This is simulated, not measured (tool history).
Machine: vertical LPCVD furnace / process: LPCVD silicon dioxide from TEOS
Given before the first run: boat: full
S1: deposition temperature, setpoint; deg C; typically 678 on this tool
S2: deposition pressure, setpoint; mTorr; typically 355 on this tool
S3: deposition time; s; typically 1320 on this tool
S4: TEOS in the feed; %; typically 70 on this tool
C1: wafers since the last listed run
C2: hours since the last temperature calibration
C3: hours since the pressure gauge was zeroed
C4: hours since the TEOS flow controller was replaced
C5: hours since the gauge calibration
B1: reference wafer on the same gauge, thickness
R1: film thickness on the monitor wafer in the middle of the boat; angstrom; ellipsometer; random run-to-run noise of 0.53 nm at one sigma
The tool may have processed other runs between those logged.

{"run": 1, "day": 0.0, "S1": 678, "S2": 355, "S3": 1320, "S4": 70, "C1": 0, "C2": 1994.8, "C3": 1015.7, "C4": 2793.2, "C5": 112.4, "B1": 91.97, "R1": 1107.1}
{"run": 2, "day": 1.462, "S1": 678, "S2": 355, "S3": 1320, "S4": 70, "C1": 555, "C2": 2029.9, "C3": 1050.8, "C4": 2828.3, "C5": 147.5, "B1": 92.02, "R1": 1110.7}
{"run": 3, "day": 2.396, "S1": 678, "S2": 355, "S3": 1320, "S4": 70, "C1": 354, "C2": 2052.3, "C3": 1073.2, "C4": 2850.7, "C5": 169.9, "B1": 91.97, "R1": 1105.9}
{"run": 4, "day": 3.512, "S1": 678, "S2": 355, "S3": 1320, "S4": 70, "C1": 424, "C2": 2079.1, "C3": 1100.0, "C4": 2877.5, "C5": 196.7, "B1": 91.99, "R1": 1128.0}
{"run": 5, "day": 4.854, "S1": 678, "S2": 355, "S3": 1320, "S4": 70, "C1": 510, "C2": 2111.3, "C3": 1132.2, "C4": 2909.7, "C5": 228.9, "B1": 91.97, "R1": 1131.6}
{"run": 6, "day": 5.617, "S1": 678, "S2": 355, "S3": 1320, "S4": 70, "C1": 289, "C2": 2129.6, "C3": 1150.5, "C4": 2928.0, "C5": 247.2, "B1": 92.08, "R1": 1119.3}
{"run": 7, "day": 6.704, "S1": 678, "S2": 355, "S3": 1320, "S4": 70, "C1": 413, "C2": 2155.7, "C3": 1176.6, "C4": 2954.1, "C5": 273.3, "B1": 92.1, "R1": 1123.4}
{"run": 8, "day": 7.558, "S1": 678, "S2": 355, "S3": 1320, "S4": 70, "C1": 324, "C2": 2176.2, "C3": 1197.1, "C4": 2974.6, "C5": 293.8, "B1": 91.99, "R1": 1125.6}
{"run": 9, "day": 9.05, "S1": 678, "S2": 355, "S3": 1320, "S4": 70, "C1": 567, "C2": 2212.0, "C3": 1232.9, "C4": 3010.4, "C5": 329.6, "B1": 91.97, "R1": 1129.5}
{"run": 10, "day": 9.596, "S1": 678, "S2": 355, "S3": 1320, "S4": 70, "C1": 207, "C2": 2225.1, "C3": 1246.0, "C4": 3023.5, "C5": 342.7, "B1": 91.97, "R1": 1124.3}
{"run": 11, "day": 10.717, "S1": 678, "S2": 355, "S3": 1320, "S4": 70, "C1": 426, "C2": 2252.0, "C3": 1272.9, "C4": 3050.4, "C5": 369.6, "B1": 92.02, "R1": 1119.4}
{"run": 12, "day": 11.867, "S1": 678, "S2": 385, "S3": 1320, "S4": 70, "C1": 437, "C2": 2279.6, "C3": 1300.5, "C4": 3078.0, "C5": 397.2, "B1": 92.04, "R1": 1168.5}
{"day": 12.475, "done": "gauge calibrated"}
{"day": 12.929, "done": "thermocouples replaced and temperature profile calibrated"}
{"run": 13, "day": 13.288, "S1": 673, "S2": 355, "S3": 1710, "S4": 84, "C1": 159, "C2": 8.6, "C3": 1334.6, "C4": 3112.1, "C5": 19.5, "B1": 91.93, "R1": 1273.6}
{"run": 14, "day": 13.812, "S1": 683, "S2": 355, "S3": 1320, "S4": 70, "C1": 199, "C2": 21.2, "C3": 1347.2, "C4": 3124.7, "C5": 32.1, "B1": 92.09, "R1": 1145.6}
{"day": 14.962, "done": "pressure gauge zeroed"}
{"day": 15.233, "done": "TEOS flow controller replaced"}
{"run": 15, "day": 15.254, "S1": 678, "S2": 355, "S3": 1110, "S4": 79, "C1": 65, "C2": 55.8, "C3": 7.0, "C4": 0.5, "C5": 66.7, "B1": 91.92, "R1": 912.2}
{"run": 16, "day": 16.567, "S1": 678, "S2": 425, "S3": 1500, "S4": 82, "C1": 498, "C2": 87.3, "C3": 38.5, "C4": 32.0, "C5": 98.2, "B1": 92.06, "R1": 1365.3}
{"run": 17, "day": 17.85, "S1": 678, "S2": 425, "S3": 1320, "S4": 57, "C1": 487, "C2": 118.1, "C3": 69.3, "C4": 62.8, "C5": 129.0, "B1": 91.99, "R1": 1009.2}

Forecast run 18:
{"run": 18, "day": 18.917, "S1": 678, "S2": 355, "S3": 1080, "S4": 70, "C1": 405, "C2": 143.7, "C3": 94.9, "C4": 88.4, "C5": 154.6, "B1": "?", "R1": "?"}

B1: 92.04
R1: 839.4 angstrom
Take away the tool's hidden state, keep the run-to-run variation as it was, and the same run would have given R1 830.1 angstrom.

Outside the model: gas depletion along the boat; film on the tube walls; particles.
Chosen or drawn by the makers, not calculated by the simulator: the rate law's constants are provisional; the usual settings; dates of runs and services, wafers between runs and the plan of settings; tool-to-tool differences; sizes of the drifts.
